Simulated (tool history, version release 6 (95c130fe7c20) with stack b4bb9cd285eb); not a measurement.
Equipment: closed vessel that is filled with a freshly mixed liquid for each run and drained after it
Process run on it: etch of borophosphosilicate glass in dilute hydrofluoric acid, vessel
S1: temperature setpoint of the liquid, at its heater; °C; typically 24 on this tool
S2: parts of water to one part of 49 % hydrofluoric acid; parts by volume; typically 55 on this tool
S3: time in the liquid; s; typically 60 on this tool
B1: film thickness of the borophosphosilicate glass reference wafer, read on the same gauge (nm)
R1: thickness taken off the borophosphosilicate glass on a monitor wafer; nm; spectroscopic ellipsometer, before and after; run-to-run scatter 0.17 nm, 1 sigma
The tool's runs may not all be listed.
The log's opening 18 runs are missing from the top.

| run | hour | S1 | S2 | S3 | B1 | R1 |
|---|---|---|---|---|---|---|
|  | 513.4 | gauge calibrated |
| 19 | 530.4 | 19.5 | 70 | 95 | 100 | 35.65 |
| 20 | 556.8 | 26.5 | 85 | 50 | 100 | 20.01 |
| 21 | 586 | 24 | 55 | 60 | 99.99 | 35.03 |
| 22 | 599.1 | 20 | 55 | 45 | 100 | 22.33 |
| 23 | 615.6 | 29 | 80 | 40 | 100.03 | 19.04 |
| 24 | 630.9 | 24 | 55 | 70 | 100.01 | 41.2 |
| 25 | 659.8 | 28 | 65 | 75 | 100.02 | 42.99 |
| 26 | 686.5 | 26 | 85 | 45 | 100 | 17.9 |
| 27 | 700.4 | 26 | 70 | 80 | 99.96 | 38.92 |
| 28 | 714.2 | 19 | 55 | 95 | 99.99 | 45.25 |
| 29 | 726.3 | 19 | 55 | 90 | 100 | 43.35 |
| 30 | 748.8 | 21.5 | 55 | 50 | 100.01 | 26.73 |
| 31 | 784.7 | 26 | 40 | 60 | 99.98 | 53.94 |

Forecast each of these 5 alternatives for the next run:
| A | 785.4 | 24 | 55 | 60 | ? | ? |
| B | 785.4 | 21.5 | 40 | 60 | ? | ? |
| C | 785.4 | 24 | 65 | 60 | ? | ? |
| D | 785.4 | 21.5 | 70 | 40 | ? | ? |
| E | 785.4 | 27.5 | 35 | 35 | ? | ? |

| run | B1 | R1 |
|---|---|---|
| A | 99.97 | 35.49 |
| B | 99.97 | 44.84 |
| C | 99.97 | 29.64 |
| D | 99.97 | 16.46 |
| E | 99.97 | 38.58 |
What these runs would have given with no unlogged condition in the tool:
| run | R1 |
|---|---|
| A | 35.14 |
| B | 44.39 |
| C | 29.35 |
| D | 16.29 |
| E | 38.2 |

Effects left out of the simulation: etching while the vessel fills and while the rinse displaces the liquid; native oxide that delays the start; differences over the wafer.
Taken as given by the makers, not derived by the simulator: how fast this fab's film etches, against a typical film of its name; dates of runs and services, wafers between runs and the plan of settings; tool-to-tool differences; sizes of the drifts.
